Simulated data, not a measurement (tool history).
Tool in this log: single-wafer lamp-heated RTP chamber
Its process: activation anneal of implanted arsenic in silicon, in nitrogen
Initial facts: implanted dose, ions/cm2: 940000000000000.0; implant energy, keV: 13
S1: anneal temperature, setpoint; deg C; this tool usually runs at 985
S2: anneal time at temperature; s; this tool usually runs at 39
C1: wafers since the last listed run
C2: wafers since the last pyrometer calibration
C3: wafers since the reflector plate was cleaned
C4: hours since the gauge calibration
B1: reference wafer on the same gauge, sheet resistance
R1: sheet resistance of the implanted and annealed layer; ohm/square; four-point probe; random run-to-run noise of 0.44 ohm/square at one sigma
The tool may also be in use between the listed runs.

run     day    S1  S2   C1    C2     C3     C4      B1      R1
  1   0.000   985  39    0    65  10188  402.5  165.00  143.30
  2   0.779   985  39  200   265  10389  421.2  164.80  143.53
  3   1.992   985  39  312   577  10701  450.3  165.04  143.45
  4   3.154   985  39  299   877  11000  478.2  165.02  142.72
  5   4.142   985  39  254  1131  11255  501.9  165.06  142.23
  6   5.075   985  39  240  1371  11495  524.3  165.11  142.84
  7   5.971   985  39  230  1602  11725  545.8  164.93  141.94
  8   7.333   985  39  350  1952  12076  578.5  164.87  142.72
  9   8.371   985  39  267  2219  12343  603.4  165.00  141.88
 10   9.717   985  39  346  2566  12690  635.7  165.10  142.09
 11  10.671   985  39  245  2812  12935  658.6  164.95  141.27
 12  11.942   985  39  327  3139  13263  689.1  165.12  141.35
     12.438  -- pyrometer window cleaned and pyrometer calibrated
 13  12.862   985  39  151   108  13414  711.2  164.87  141.05
 14  13.683   985  39  211   320  13625  730.9  165.03  140.68
 15  14.558   985  39  225   545  13850  751.9  164.84  141.03
     15.392  -- reflector plate cleaned
 16  15.412   985  39  134   679      5  772.4  165.05  145.07
 17  16.512  1008  20  283   962    288  798.8  164.90  146.12
 18  17.842   957  58  342  1304    630  830.7  165.08  155.65
 19  18.771   999  60  239  1544    869  853.0  165.02  130.71
     21.529  -- gauge calibrated
 20  21.888   985  39  802  2346   1671    8.6  165.08  146.29
 21  22.854  1002  16  248  2595   1920   31.8  164.90  152.99
     23.362  -- pyrometer window cleaned and pyrometer calibrated
 22  24.154   975  39  248   203   2169   63.0  165.00  152.05
 23  24.971   969  17  210   413   2379   82.6  165.03  169.56
 24  26.454   985  39  381   795   2761  118.2  165.12  145.96
 25  27.392   957  57  241  1036   3003  140.7  164.96  155.55
 26  28.138   958  46  192  1228   3195  158.6  165.01  159.23
 27  28.771   985  61  163  1392   3358  173.8  164.88  136.06

Forecast each of these 5 alternatives for the next run:
  A  28.788  985  57   4  1396  3362  174.2   ?   ?
  B  28.788  976  39   4  1396  3362  174.2   ?   ?
  C  28.788  956  17   4  1396  3362  174.2   ?   ?
  D  28.788  959  39   4  1396  3362  174.2   ?   ?
  E  28.788  974  49   4  1396  3362  174.2   ?   ?

run      B1      R1
  A  165.07  138.15
  B  165.07  150.96
  C  165.07  175.51
  D  165.07  161.17
  E  165.07  147.71
With the hidden condition removed and each run's random variation left untouched, the same runs would have given:
run      R1
  A  138.90
  B  151.76
  C  176.18
  D  161.96
  E  148.53

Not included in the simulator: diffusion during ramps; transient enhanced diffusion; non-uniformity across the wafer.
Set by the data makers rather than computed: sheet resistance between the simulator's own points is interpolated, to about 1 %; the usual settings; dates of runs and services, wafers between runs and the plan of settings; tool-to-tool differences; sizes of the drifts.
